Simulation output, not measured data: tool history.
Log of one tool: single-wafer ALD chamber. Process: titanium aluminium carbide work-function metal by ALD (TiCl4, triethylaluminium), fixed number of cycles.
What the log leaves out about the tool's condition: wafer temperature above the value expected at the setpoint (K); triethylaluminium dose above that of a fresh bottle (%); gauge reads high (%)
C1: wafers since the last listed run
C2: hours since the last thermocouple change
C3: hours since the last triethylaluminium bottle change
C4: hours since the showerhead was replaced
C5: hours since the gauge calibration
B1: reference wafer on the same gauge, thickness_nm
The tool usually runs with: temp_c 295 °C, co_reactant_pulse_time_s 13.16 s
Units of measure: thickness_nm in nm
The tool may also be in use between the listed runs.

Run 1, hour 0: usual settings but temp_c 284 °C; C1 0; C2 193.2; C3 617.7; C4 3609.6; C5 2311.6; B1 2.172. Result: thickness_nm 1.876 nm.
At hour 14.4: showerhead replaced.
At hour 36.8: triethylaluminium bottle replaced.
Run 2, hour 88.9: usual settings but temp_c 284 °C; C1 515; C2 282.1; C3 52.1; C4 74.5; C5 2400.5; B1 2.182. Result: thickness_nm 1.86 nm.
Run 3, hour 167.6: usual settings; C1 556; C2 360.8; C3 130.8; C4 153.2; C5 2479.2; B1 2.175. Result: thickness_nm 1.953 nm.
Run 4, hour 251.5: usual settings; C1 593; C2 444.7; C3 214.7; C4 237.1; C5 2563.1; B1 2.177. Result: thickness_nm 1.955 nm.
Run 5, hour 347.5: usual settings; C1 678; C2 540.7; C3 310.7; C4 333.1; C5 2659.1; B1 2.178. Result: thickness_nm 1.951 nm.
Run 6, hour 417.7: usual settings; C1 496; C2 610.9; C3 380.9; C4 403.3; C5 2729.3; B1 2.177. Result: thickness_nm 1.938 nm.
Run 7, hour 488.3: usual settings but co_reactant_pulse_time_s 10.43 s; C1 499; C2 681.5; C3 451.5; C4 473.9; C5 2799.9; B1 2.179. Result: thickness_nm 1.885 nm.
Run 8, hour 533.2: usual settings but co_reactant_pulse_time_s 10.43 s; C1 317; C2 726.4; C3 496.4; C4 518.8; C5 2844.8; B1 2.184. Result: thickness_nm 1.911 nm.
Run 9, hour 570: usual settings but temp_c 288 °C; C1 260; C2 763.2; C3 533.2; C4 555.6; C5 2881.6; B1 2.172. Result: thickness_nm 1.896 nm.
Run 10, hour 645.5: usual settings but temp_c 288 °C; C1 533; C2 838.7; C3 608.7; C4 631.1; C5 2957.1; B1 2.182. Result: thickness_nm 1.891 nm.
At hour 693.9: thermocouple changed; heater temperature recalibrated.
Run 11, hour 694.4: usual settings; C1 289; C2 0.5; C3 657.6; C4 680; C5 3006; B1 2.184. Result: thickness_nm 1.977 nm.
At hour 728.9: triethylaluminium bottle replaced.
Run 12, hour 772.6: usual settings but co_reactant_pulse_time_s 18.12 s; C1 496; C2 78.7; C3 43.7; C4 758.2; C5 3084.2; B1 2.183. Result: thickness_nm 1.99 nm.
Run 13, hour 809.4: usual settings but co_reactant_pulse_time_s 8.43 s; C1 260; C2 115.5; C3 80.5; C4 795; C5 3121; B1 2.179. Result: thickness_nm 1.8 nm.
Run 14, hour 897.1: usual settings but temp_c 306 °C; C1 620; C2 203.2; C3 168.2; C4 882.7; C5 3208.7; B1 2.183. Result: thickness_nm 2.054 nm.
Run 15, hour 969.8: usual settings but temp_c 309 °C, co_reactant_pulse_time_s 9.8 s; C1 514; C2 275.9; C3 240.9; C4 955.4; C5 3281.4; B1 2.179. Result: thickness_nm 1.987 nm.
Run 16, hour 1068.7: usual settings but co_reactant_pulse_time_s 14.65 s; C1 699; C2 374.8; C3 339.8; C4 1054.3; C5 3380.3; B1 2.181. Result: thickness_nm 1.95 nm.
At hour 1079: gauge calibrated.
Run 17, hour 1163.8: usual settings; C1 672; C2 469.9; C3 434.9; C4 1149.4; C5 84.8; B1 2.178. Result: thickness_nm 1.944 nm.
Run 18, hour 1226.1: usual settings; C1 440; C2 532.2; C3 497.2; C4 1211.7; C5 147.1; B1 2.176. Result: thickness_nm 1.944 nm.
Run 19, hour 1291.4: usual settings; C1 461; C2 597.5; C3 562.5; C4 1277; C5 212.4; B1 2.182. Result: thickness_nm 1.943 nm.
Run 20, hour 1360.8: usual settings but temp_c 302 °C, co_reactant_pulse_time_s 16.94 s; C1 490; C2 666.9; C3 631.9; C4 1346.4; C5 281.8; B1 2.187. Result: thickness_nm 2.021 nm.
At hour 1388.4: triethylaluminium bottle replaced.
Run 21, hour 1464.3: usual settings but temp_c 303 °C, co_reactant_pulse_time_s 15.67 s; C1 675; C2 770.4; C3 75.9; C4 1449.9; C5 385.3; B1 2.185. Result: thickness_nm 2.018 nm.
Run 22, hour 1535.6: usual settings but temp_c 282 °C, co_reactant_pulse_time_s 15.99 s; C1 504; C2 841.7; C3 147.2; C4 1521.2; C5 456.6; B1 2.179. Result: thickness_nm 1.832 nm.
Run 23, hour 1622: usual settings; C1 610; C2 928.1; C3 233.6; C4 1607.6; C5 543; B1 2.182. Result: thickness_nm 1.915 nm.
Run 24, hour 1683.9: usual settings but co_reactant_pulse_time_s 15.4 s; C1 437; C2 990; C3 295.5; C4 1669.5; C5 604.9; B1 2.177. Result: thickness_nm 1.911 nm.
Run 25, hour 1738.5: usual settings; C1 386; C2 1044.6; C3 350.1; C4 1724.1; C5 659.5; B1 2.179. Result: thickness_nm 1.901 nm.
At hour 1753.9: thermocouple changed; heater temperature recalibrated.
Run 26, hour 1787.2: usual settings but temp_c 287 °C; C1 287; C2 33.3; C3 398.8; C4 1772.8; C5 708.2; B1 2.182. Result: thickness_nm 1.887 nm.
Run 27, hour 1873.1: usual settings but temp_c 299 °C, co_reactant_pulse_time_s 15.09 s; C1 607; C2 119.2; C3 484.7; C4 1858.7; C5 794.1; B1 2.184. Result: thickness_nm 1.989 nm.
Run 28, hour 1910.8: usual settings; C1 266; C2 156.9; C3 522.4; C4 1896.4; C5 831.8; B1 2.179. Result: thickness_nm 1.942 nm.
At hour 1991.1: triethylaluminium bottle replaced.
Run 29, hour 2004.6: usual settings; C1 606; C2 250.7; C3 13.5; C4 1990.2; C5 925.6; B1 2.175. Result: thickness_nm 1.939 nm.
Run 30, hour 2070.4: usual settings but co_reactant_pulse_time_s 15.92 s; C1 465; C2 316.5; C3 79.3; C4 2056; C5 991.4; B1 2.181. Result: thickness_nm 1.957 nm.
Run 31, hour 2121: usual settings but temp_c 281 °C, co_reactant_pulse_time_s 18.15 s; C1 357; C2 367.1; C3 129.9; C4 2106.6; C5 1042; B1 2.178. Result: thickness_nm 1.845 nm.
Run 32, hour 2182.1: usual settings but temp_c 304 °C; C1 432; C2 428.2; C3 191; C4 2167.7; C5 1103.1; B1 2.18. Result: thickness_nm 1.992 nm.
Run 33, hour 2255.3: usual settings but temp_c 306 °C, co_reactant_pulse_time_s 17.33 s; C1 517; C2 501.4; C3 264.2; C4 2240.9; C5 1176.3; B1 2.18. Result: thickness_nm 2.032 nm.

Consider 3 possible next runs. They are alternatives, not a sequence: every one starts from the tool as it was left by run 33. What does each give?
Run A, hour 2255.7: usual settings but co_reactant_pulse_time_s 18.06 s; C1 2; C2 501.8; C3 264.6; C4 2241.3; C5 1176.7; B1 ?. Result: thickness_nm ?.
Run B, hour 2255.7: usual settings but temp_c 304 °C, co_reactant_pulse_time_s 10.45 s; C1 2; C2 501.8; C3 264.6; C4 2241.3; C5 1176.7; B1 ?. Result: thickness_nm ?.
Run C, hour 2255.7: usual settings but temp_c 287 °C, co_reactant_pulse_time_s 17.7 s; C1 2; C2 501.8; C3 264.6; C4 2241.3; C5 1176.7; B1 ?. Result: thickness_nm ?.

run     B1  thickness_nm
  A  2.188          1.94
  B  2.188         1.941
  C  2.188         1.878
The same runs, with their run-to-run variation unchanged, on a tool lacking any hidden condition would have given:
run  thickness_nm
  A         1.966
  B         1.966
  C         1.904

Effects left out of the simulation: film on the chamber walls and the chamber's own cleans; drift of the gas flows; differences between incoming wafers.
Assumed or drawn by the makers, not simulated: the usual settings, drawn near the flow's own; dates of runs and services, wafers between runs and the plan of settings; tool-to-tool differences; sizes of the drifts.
